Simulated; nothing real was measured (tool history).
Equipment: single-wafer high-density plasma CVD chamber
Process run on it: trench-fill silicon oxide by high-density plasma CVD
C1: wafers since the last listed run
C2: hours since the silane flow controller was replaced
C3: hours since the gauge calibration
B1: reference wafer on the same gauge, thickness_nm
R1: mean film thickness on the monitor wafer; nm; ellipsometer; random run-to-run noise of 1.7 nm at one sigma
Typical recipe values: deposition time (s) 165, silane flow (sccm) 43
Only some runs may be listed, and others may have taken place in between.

{"run": 1, "hour": 0.0, "deposition time (s)": 165, "silane flow (sccm)": 43, "C1": 0, "C2": 2476.7, "C3": 399.9, "B1": 715.928, "R1": 759.552}
{"run": 2, "hour": 103.6, "deposition time (s)": 165, "silane flow (sccm)": 48, "C1": 1353, "C2": 2580.3, "C3": 503.5, "B1": 716.193, "R1": 817.971}
{"run": 3, "hour": 184.4, "deposition time (s)": 165, "silane flow (sccm)": 48, "C1": 1055, "C2": 2661.1, "C3": 584.3, "B1": 716.362, "R1": 815.14}
{"run": 4, "hour": 238.8, "deposition time (s)": 165, "silane flow (sccm)": 48, "C1": 710, "C2": 2715.5, "C3": 638.7, "B1": 715.78, "R1": 815.853}
{"run": 5, "hour": 333.8, "deposition time (s)": 165, "silane flow (sccm)": 43, "C1": 1241, "C2": 2810.5, "C3": 733.7, "B1": 715.863, "R1": 756.989}
{"run": 6, "hour": 397.1, "deposition time (s)": 165, "silane flow (sccm)": 43, "C1": 826, "C2": 2873.8, "C3": 797.0, "B1": 715.805, "R1": 756.281}
{"run": 7, "hour": 454.8, "deposition time (s)": 165, "silane flow (sccm)": 41, "C1": 753, "C2": 2931.5, "C3": 854.7, "B1": 716.064, "R1": 732.83}
{"run": 8, "hour": 554.8, "deposition time (s)": 165, "silane flow (sccm)": 43, "C1": 1306, "C2": 3031.5, "C3": 954.7, "B1": 715.94, "R1": 758.623}
{"run": 9, "hour": 611.4, "deposition time (s)": 165, "silane flow (sccm)": 43, "C1": 739, "C2": 3088.1, "C3": 1011.3, "B1": 716.089, "R1": 755.792}
{"run": 10, "hour": 655.2, "deposition time (s)": 165, "silane flow (sccm)": 43, "C1": 572, "C2": 3131.9, "C3": 1055.1, "B1": 715.849, "R1": 755.153}
{"run": 11, "hour": 742.9, "deposition time (s)": 165, "silane flow (sccm)": 49, "C1": 1145, "C2": 3219.6, "C3": 1142.8, "B1": 716.124, "R1": 822.692}
{"run": 12, "hour": 837.3, "deposition time (s)": 165, "silane flow (sccm)": 43, "C1": 1233, "C2": 3314.0, "C3": 1237.2, "B1": 716.107, "R1": 755.154}
{"run": 13, "hour": 900.0, "deposition time (s)": 175, "silane flow (sccm)": 49, "C1": 819, "C2": 3376.7, "C3": 1299.9, "B1": 716.132, "R1": 869.529}
{"run": 14, "hour": 967.8, "deposition time (s)": 189, "silane flow (sccm)": 43, "C1": 885, "C2": 3444.5, "C3": 1367.7, "B1": 715.745, "R1": 863.727}
{"hour": 1009.3, "done": "gauge calibrated"}
{"run": 15, "hour": 1020.0, "deposition time (s)": 165, "silane flow (sccm)": 41, "C1": 681, "C2": 3496.7, "C3": 10.7, "B1": 716.053, "R1": 732.991}
{"run": 16, "hour": 1057.9, "deposition time (s)": 140, "silane flow (sccm)": 50, "C1": 495, "C2": 3534.6, "C3": 48.6, "B1": 715.906, "R1": 705.617}
{"hour": 1093.0, "done": "silane flow controller replaced"}
{"run": 17, "hour": 1146.6, "deposition time (s)": 142, "silane flow (sccm)": 50, "C1": 1054, "C2": 53.6, "C3": 137.3, "B1": 716.071, "R1": 743.708}
{"run": 18, "hour": 1199.6, "deposition time (s)": 174, "silane flow (sccm)": 47, "C1": 692, "C2": 106.6, "C3": 190.3, "B1": 716.137, "R1": 873.323}
{"run": 19, "hour": 1376.7, "deposition time (s)": 196, "silane flow (sccm)": 37, "C1": 2313, "C2": 283.7, "C3": 367.4, "B1": 716.146, "R1": 843.155}
{"run": 20, "hour": 1428.2, "deposition time (s)": 193, "silane flow (sccm)": 49, "C1": 672, "C2": 335.2, "C3": 418.9, "B1": 716.196, "R1": 988.694}

Measured result minus the same run's result without the hidden state. Both carry the same run-to-run variation, though not necessarily the same gauge scatter:
The hidden state here: delivered silane flow above the setpoint (%); gauge reads high (%).
run=1 R1=-16.461
run=2 R1=-18.597
run=3 R1=-19.210
run=4 R1=-19.684
run=5 R1=-19.005
run=6 R1=-19.482
run=7 R1=-19.315
run=8 R1=-20.780
run=9 R1=-21.147
run=10 R1=-21.472
run=11 R1=-24.143
run=12 R1=-22.904
run=13 R1=-26.942
run=14 R1=-27.374
run=15 R1=-23.631
run=16 R1=-23.028
run=17 R1=+2.612
run=18 R1=+2.616
run=19 R1=+1.065
run=20 R1=+0.749
